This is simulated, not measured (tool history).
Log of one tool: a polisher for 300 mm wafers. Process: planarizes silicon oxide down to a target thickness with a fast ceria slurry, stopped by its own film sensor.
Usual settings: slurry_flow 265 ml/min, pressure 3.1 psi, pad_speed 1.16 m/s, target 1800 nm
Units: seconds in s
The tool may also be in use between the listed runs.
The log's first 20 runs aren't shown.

| run | hour | slurry_flow | pressure | pad_speed | target | wafers since the last listed run | wafers polished on this pad | hours since the slurry nozzle was cleaned | hours since the head pressure was calibrated | incoming thickness of the incoming film, nm | seconds |
|---|---|---|---|---|---|---|---|---|---|---|---|
| 21 | 1618.7 | 265 | 3.6 | 1.28 | 1800 | 561 | 2919 | 128.9 | 397.5 | 3563.8 | 70.8 |
| 22 | 1690.3 | 265 | 3.1 | 1.16 | 1800 | 784 | 3704 | 200.5 | 469.1 | 3578.7 | 83.4 |
| 23 | 1781.3 | 180 | 4.0 | 1.16 | 1800 | 997 | 4701 | 291.5 | 560.1 | 3643.7 | 75.3 |
| 24 | 1847.6 | 265 | 3.1 | 1.16 | 1800 | 726 | 5428 | 357.8 | 626.4 | 3546.9 | 85.4 |
|  | 1879.3 | worn pad replaced by a new one |
| 25 | 1971.4 | 265 | 3.6 | 1.16 | 1800 | 1313 | 1009 | 481.6 | 750.2 | 3587.7 | 78.6 |
|  | 1974.4 | slurry nozzle cleaned |
| 26 | 2029.0 | 265 | 3.1 | 1.16 | 1800 | 620 | 1629 | 54.6 | 807.8 | 3603.3 | 87.9 |
|  | 2066.8 | head pressure recalibrated |
| 27 | 2116.0 | 215 | 3.1 | 1.38 | 1219 | 931 | 2561 | 141.6 | 49.2 | 3565.4 | 98.0 |
| 28 | 2185.6 | 265 | 4.0 | 1.34 | 1800 | 762 | 3324 | 211.2 | 118.8 | 3587.7 | 63.8 |
| 29 | 2258.0 | 265 | 3.1 | 1.16 | 1800 | 793 | 4118 | 283.6 | 191.2 | 3653.0 | 88.1 |
| 30 | 2314.6 | 265 | 3.1 | 1.16 | 1800 | 620 | 4738 | 340.2 | 247.8 | 3608.7 | 83.9 |
| 31 | 2373.1 | 265 | 3.1 | 1.16 | 1800 | 641 | 5379 | 398.7 | 306.3 | 3551.6 | 83.3 |

Run 32 comes next. What will it give?
|  | 2420.5 | worn pad replaced by a new one |
| 32 | 2472.9 | 320 | 3.1 | 1.16 | 1419 | 1050 | 574 | 498.5 | 406.1 | 3572.4 | ? |

Run 32 gave seconds 99.6 s.
Without the tool's hidden state the same run would have given seconds 97.4 s.

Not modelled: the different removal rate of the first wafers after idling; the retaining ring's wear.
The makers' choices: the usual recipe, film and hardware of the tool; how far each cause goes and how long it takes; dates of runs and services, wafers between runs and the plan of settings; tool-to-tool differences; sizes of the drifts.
